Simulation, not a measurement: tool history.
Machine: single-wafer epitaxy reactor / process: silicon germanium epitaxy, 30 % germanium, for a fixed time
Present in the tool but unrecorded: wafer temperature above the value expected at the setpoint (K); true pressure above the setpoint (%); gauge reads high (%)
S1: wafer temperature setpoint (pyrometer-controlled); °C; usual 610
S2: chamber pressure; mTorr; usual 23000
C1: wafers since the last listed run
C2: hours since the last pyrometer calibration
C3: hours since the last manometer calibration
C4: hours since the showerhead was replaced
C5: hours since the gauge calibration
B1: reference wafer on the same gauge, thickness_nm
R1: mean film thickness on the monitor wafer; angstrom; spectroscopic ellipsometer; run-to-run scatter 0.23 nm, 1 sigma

| run | hour | S1 | S2 | C1 | C2 | C3 | C4 | C5 | B1 | R1 |
|---|---|---|---|---|---|---|---|---|---|---|
| 1 | 0.0 | 610 | 23000 | 0 | 1810.9 | 446.4 | 5285.3 | 889.9 | 66.740 | 801.09 |
| 2 | 39.0 | 610 | 23000 | 555 | 1849.9 | 485.4 | 5324.3 | 928.9 | 66.719 | 795.09 |
| 3 | 106.6 | 610 | 23000 | 962 | 1917.5 | 553.0 | 5391.9 | 996.5 | 66.829 | 799.82 |
| 4 | 148.6 | 610 | 23000 | 597 | 1959.5 | 595.0 | 5433.9 | 1038.5 | 66.753 | 800.99 |
| 5 | 253.7 | 610 | 23000 | 1496 | 2064.6 | 700.1 | 5539.0 | 1143.6 | 66.665 | 803.61 |
| 6 | 312.7 | 610 | 23000 | 840 | 2123.6 | 759.1 | 5598.0 | 1202.6 | 66.569 | 799.34 |
| 7 | 371.0 | 610 | 23000 | 830 | 2181.9 | 817.4 | 5656.3 | 1260.9 | 66.625 | 801.10 |
| 8 | 408.0 | 610 | 23000 | 526 | 2218.9 | 854.4 | 5693.3 | 1297.9 | 66.652 | 800.66 |
| 9 | 477.5 | 610 | 23000 | 989 | 2288.4 | 923.9 | 5762.8 | 1367.4 | 66.658 | 802.29 |
|  | 515.5 | showerhead replaced |
| 10 | 553.2 | 610 | 23000 | 963 | 2364.1 | 999.6 | 37.7 | 1443.1 | 66.491 | 804.04 |
| 11 | 603.6 | 617 | 24400 | 717 | 2414.5 | 1050.0 | 88.1 | 1493.5 | 66.474 | 940.65 |
| 12 | 708.1 | 617 | 24400 | 1487 | 2519.0 | 1154.5 | 192.6 | 1598.0 | 66.421 | 939.28 |
| 13 | 813.6 | 619 | 23000 | 1502 | 2624.5 | 1260.0 | 298.1 | 1703.5 | 66.504 | 940.59 |
| 14 | 911.8 | 610 | 23000 | 1398 | 2722.7 | 1358.2 | 396.3 | 1801.7 | 66.438 | 798.10 |
|  | 984.3 | pyrometer calibrated |
| 15 | 1126.7 | 598 | 27700 | 2945 | 142.4 | 1573.1 | 611.2 | 2016.6 | 66.314 | 704.02 |
| 16 | 1199.6 | 610 | 20100 | 1037 | 215.3 | 1646.0 | 684.1 | 2089.5 | 66.280 | 737.26 |
| 17 | 1261.7 | 618 | 24500 | 884 | 277.4 | 1708.1 | 746.2 | 2151.6 | 66.280 | 959.59 |
| 18 | 1343.6 | 617 | 24400 | 1166 | 359.3 | 1790.0 | 828.1 | 2233.5 | 66.212 | 930.39 |
| 19 | 1422.0 | 625 | 24700 | 1116 | 437.7 | 1868.4 | 906.5 | 2311.9 | 66.164 | 1089.55 |
| 20 | 1523.6 | 598 | 26000 | 1446 | 539.3 | 1970.0 | 1008.1 | 2413.5 | 66.183 | 680.98 |
| 21 | 1621.0 | 610 | 23000 | 1386 | 636.7 | 2067.4 | 1105.5 | 2510.9 | 66.086 | 791.26 |
| 22 | 1693.6 | 620 | 25100 | 1033 | 709.3 | 2140.0 | 1178.1 | 2583.5 | 66.052 | 998.10 |
| 23 | 1798.0 | 598 | 24500 | 1486 | 813.7 | 2244.4 | 1282.5 | 2687.9 | 66.063 | 653.63 |
|  | 1857.6 | capacitance manometer re-zeroed and calibrated |
| 24 | 1858.7 | 603 | 20700 | 750 | 874.4 | 1.1 | 1343.2 | 2748.6 | 66.056 | 653.36 |
| 25 | 1914.1 | 615 | 26200 | 788 | 929.8 | 56.5 | 1398.6 | 2804.0 | 65.973 | 933.60 |
| 26 | 1964.7 | 615 | 25100 | 720 | 980.4 | 107.1 | 1449.2 | 2854.6 | 65.903 | 914.14 |
|  | 2045.3 | gauge calibrated |
| 27 | 2055.2 | 610 | 18400 | 1288 | 1070.9 | 197.6 | 1539.7 | 9.9 | 67.081 | 704.37 |
| 28 | 2125.1 | 614 | 18000 | 995 | 1140.8 | 267.5 | 1609.6 | 79.8 | 67.123 | 744.60 |
| 29 | 2221.7 | 606 | 28600 | 1375 | 1237.4 | 364.1 | 1706.2 | 176.4 | 66.962 | 839.06 |
| 30 | 2319.3 | 618 | 23000 | 1389 | 1335.0 | 461.7 | 1803.8 | 274.0 | 66.961 | 932.67 |
| 31 | 2380.2 | 610 | 24800 | 867 | 1395.9 | 522.6 | 1864.7 | 334.9 | 67.006 | 837.48 |
| 32 | 2460.9 | 617 | 23000 | 1148 | 1476.6 | 603.3 | 1945.4 | 415.6 | 66.892 | 914.09 |
| 33 | 2552.8 | 610 | 24800 | 1308 | 1568.5 | 695.2 | 2037.3 | 507.5 | 66.943 | 832.97 |
| 34 | 2622.5 | 610 | 27000 | 992 | 1638.2 | 764.9 | 2107.0 | 577.2 | 66.858 | 872.90 |
| 35 | 2722.7 | 618 | 23000 | 1426 | 1738.4 | 865.1 | 2207.2 | 677.4 | 66.820 | 926.61 |
| 36 | 2780.9 | 621 | 23000 | 828 | 1796.6 | 923.3 | 2265.4 | 735.6 | 66.909 | 978.14 |

Branching from run 36: 3 alternative next runs. What would each branch give?
| A | 2781.3 | 610 | 23000 | 5 | 1797.0 | 923.7 | 2265.8 | 736.0 | ? | ? |
| B | 2781.3 | 616 | 26900 | 5 | 1797.0 | 923.7 | 2265.8 | 736.0 | ? | ? |
| C | 2781.3 | 621 | 17800 | 5 | 1797.0 | 923.7 | 2265.8 | 736.0 | ? | ? |

| run | B1 | R1 |
|---|---|---|
| A | 66.803 | 802.60 |
| B | 66.803 | 978.16 |
| C | 66.803 | 841.53 |
Take away the tool's hidden state, keep each run's random variation, and the runs would have read:
| run | R1 |
|---|---|
| A | 806.14 |
| B | 982.47 |
| C | 845.24 |
